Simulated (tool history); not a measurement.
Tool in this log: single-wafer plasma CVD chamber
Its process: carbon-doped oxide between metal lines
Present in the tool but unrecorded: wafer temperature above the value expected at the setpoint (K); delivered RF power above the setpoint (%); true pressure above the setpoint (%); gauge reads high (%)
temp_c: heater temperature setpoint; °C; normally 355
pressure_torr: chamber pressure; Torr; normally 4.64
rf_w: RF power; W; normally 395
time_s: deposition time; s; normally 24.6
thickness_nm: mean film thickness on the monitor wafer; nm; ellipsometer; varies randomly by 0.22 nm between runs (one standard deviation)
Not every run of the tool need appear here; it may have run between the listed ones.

| run | day | temp_c | pressure_torr | rf_w | time_s | wafers since the last listed run | hours since the last thermocouple change | hours since the last RF generator calibration | hours since the last manometer calibration | hours since the showerhead was replaced | hours since the gauge calibration | read-back reference wafer on the same gauge, thickness_nm | thickness_nm |
|---|---|---|---|---|---|---|---|---|---|---|---|---|---|
| 1 | 0 | 355 | 4.64 | 395 | 24.6 | 0 | 1751.2 | 1034.8 | 2017.8 | 6075.7 | 1296.8 | 110.019 | 103.96 |
| 2 | 3.383 | 349 | 4.64 | 395 | 24.6 | 1146 | 1832.4 | 1116 | 2099 | 6156.9 | 1378 | 110.022 | 106 |
| 3 | 5.721 | 355 | 4.64 | 395 | 24.6 | 792 | 1888.5 | 1172.1 | 2155.1 | 6213 | 1434.1 | 109.948 | 103.722 |
|  | 7.367 | gauge calibrated |
| 4 | 8.846 | 355 | 4.64 | 395 | 24.6 | 1058 | 1963.5 | 1247.1 | 2230.1 | 6288 | 35.5 | 110.069 | 104.057 |
| 5 | 13.038 | 355 | 4.64 | 395 | 24.6 | 1420 | 2064.1 | 1347.7 | 2330.7 | 6388.6 | 136.1 | 110.058 | 103.78 |
| 6 | 14.962 | 355 | 4.64 | 395 | 24.6 | 652 | 2110.3 | 1393.9 | 2376.9 | 6434.8 | 182.3 | 110.019 | 104.061 |
|  | 15.321 | showerhead replaced |
|  | 16.354 | capacitance manometer re-zeroed and calibrated |
| 7 | 18.288 | 355 | 4.64 | 380 | 24.6 | 900 | 2190.1 | 1473.7 | 46.4 | 71.2 | 262.1 | 110.01 | 100.998 |
| 8 | 22.546 | 355 | 4.64 | 380 | 24.6 | 1442 | 2292.3 | 1575.9 | 148.6 | 173.4 | 364.3 | 110.008 | 100.956 |
| 9 | 26.683 | 355 | 4.64 | 380 | 24.6 | 1402 | 2391.6 | 1675.2 | 247.9 | 272.7 | 463.6 | 109.961 | 100.901 |
| 10 | 28.238 | 355 | 4.64 | 395 | 24.6 | 526 | 2428.9 | 1712.5 | 285.2 | 310 | 500.9 | 110.006 | 104.043 |
|  | 30.292 | thermocouple changed; heater temperature recalibrated |
| 11 | 31.275 | 368 | 5.56 | 395 | 28.6 | 916 | 23.6 | 1785.4 | 358.1 | 382.9 | 573.8 | 109.971 | 119.252 |
|  | 32.146 | RF generator calibrated |
| 12 | 35.175 | 350 | 4.64 | 445 | 24.6 | 1208 | 117.2 | 72.7 | 451.7 | 476.5 | 667.4 | 109.983 | 115.185 |
| 13 | 36.958 | 355 | 4.64 | 395 | 19.9 | 604 | 160 | 115.5 | 494.5 | 519.3 | 710.2 | 109.99 | 83.975 |
| 14 | 40.317 | 355 | 4.64 | 395 | 24.6 | 1137 | 240.6 | 196.1 | 575.1 | 599.9 | 790.8 | 110.014 | 103.999 |
| 15 | 44.325 | 355 | 4.19 | 350 | 22.1 | 1358 | 336.8 | 292.3 | 671.3 | 696.1 | 887 | 109.972 | 83.783 |
| 16 | 47.35 | 365 | 5.23 | 335 | 22.1 | 1025 | 409.4 | 364.9 | 743.9 | 768.7 | 959.6 | 109.943 | 81.744 |
| 17 | 51.354 | 355 | 4.64 | 395 | 24.6 | 1356 | 505.5 | 461 | 840 | 864.8 | 1055.7 | 110.014 | 104.006 |
| 18 | 54.392 | 350 | 5.19 | 395 | 24.6 | 1029 | 578.4 | 533.9 | 912.9 | 937.7 | 1128.6 | 109.989 | 107.642 |
| 19 | 56.15 | 369 | 4.32 | 370 | 26 | 595 | 620.6 | 576.1 | 955.1 | 979.9 | 1170.8 | 110.013 | 99.392 |
| 20 | 58 | 355 | 4.64 | 395 | 24.6 | 626 | 665 | 620.5 | 999.5 | 1024.3 | 1215.2 | 110.028 | 103.96 |
| 21 | 59.788 | 365 | 5.15 | 360 | 20 | 605 | 707.9 | 663.4 | 1042.4 | 1067.2 | 1258.1 | 109.99 | 78.132 |
| 22 | 62.271 | 355 | 4.64 | 380 | 24.6 | 841 | 767.5 | 723 | 1102 | 1126.8 | 1317.7 | 109.946 | 100.815 |
| 23 | 65.333 | 355 | 3.67 | 395 | 27.6 | 1037 | 841 | 796.5 | 1175.5 | 1200.3 | 1391.2 | 109.97 | 112.116 |
| 24 | 69.683 | 345 | 4.64 | 340 | 20 | 1474 | 945.4 | 900.9 | 1279.9 | 1304.7 | 1495.6 | 109.984 | 77.858 |
| 25 | 72.575 | 355 | 4.64 | 395 | 24.6 | 979 | 1014.8 | 970.3 | 1349.3 | 1374.1 | 1565 | 110.041 | 103.815 |
| 26 | 74.196 | 355 | 5.29 | 395 | 24.6 | 549 | 1053.7 | 1009.2 | 1388.2 | 1413 | 1603.9 | 109.98 | 106.079 |
| 27 | 76.567 | 359 | 4.64 | 430 | 28.6 | 803 | 1110.6 | 1066.1 | 1445.1 | 1469.9 | 1660.8 | 109.993 | 126.907 |

5 options for the next run, each taken on its own from the tool as it stands now. Forecast them:
| A | 76.583 | 355 | 4.64 | 395 | 20.5 | 5 | 1111 | 1066.5 | 1445.5 | 1470.3 | 1661.2 | ? | ? |
| B | 76.583 | 365 | 4.64 | 370 | 24.6 | 5 | 1111 | 1066.5 | 1445.5 | 1470.3 | 1661.2 | ? | ? |
| C | 76.583 | 359 | 3.93 | 395 | 24.6 | 5 | 1111 | 1066.5 | 1445.5 | 1470.3 | 1661.2 | ? | ? |
| D | 76.583 | 345 | 5.45 | 395 | 24.6 | 5 | 1111 | 1066.5 | 1445.5 | 1470.3 | 1661.2 | ? | ? |
| E | 76.583 | 350 | 5.36 | 395 | 21.9 | 5 | 1111 | 1066.5 | 1445.5 | 1470.3 | 1661.2 | ? | ? |

| run | read-back reference wafer on the same gauge, thickness_nm | thickness_nm |
|---|---|---|
| A | 110.056 | 86.943 |
| B | 110.056 | 96.139 |
| C | 110.056 | 99.992 |
| D | 110.056 | 110.341 |
| E | 110.056 | 96.563 |
The same runs, with their run-to-run variation unchanged, on a tool lacking any hidden condition would have given:
| run | thickness_nm |
|---|---|
| A | 86.943 |
| B | 96.139 |
| C | 99.992 |
| D | 110.341 |
| E | 96.563 |

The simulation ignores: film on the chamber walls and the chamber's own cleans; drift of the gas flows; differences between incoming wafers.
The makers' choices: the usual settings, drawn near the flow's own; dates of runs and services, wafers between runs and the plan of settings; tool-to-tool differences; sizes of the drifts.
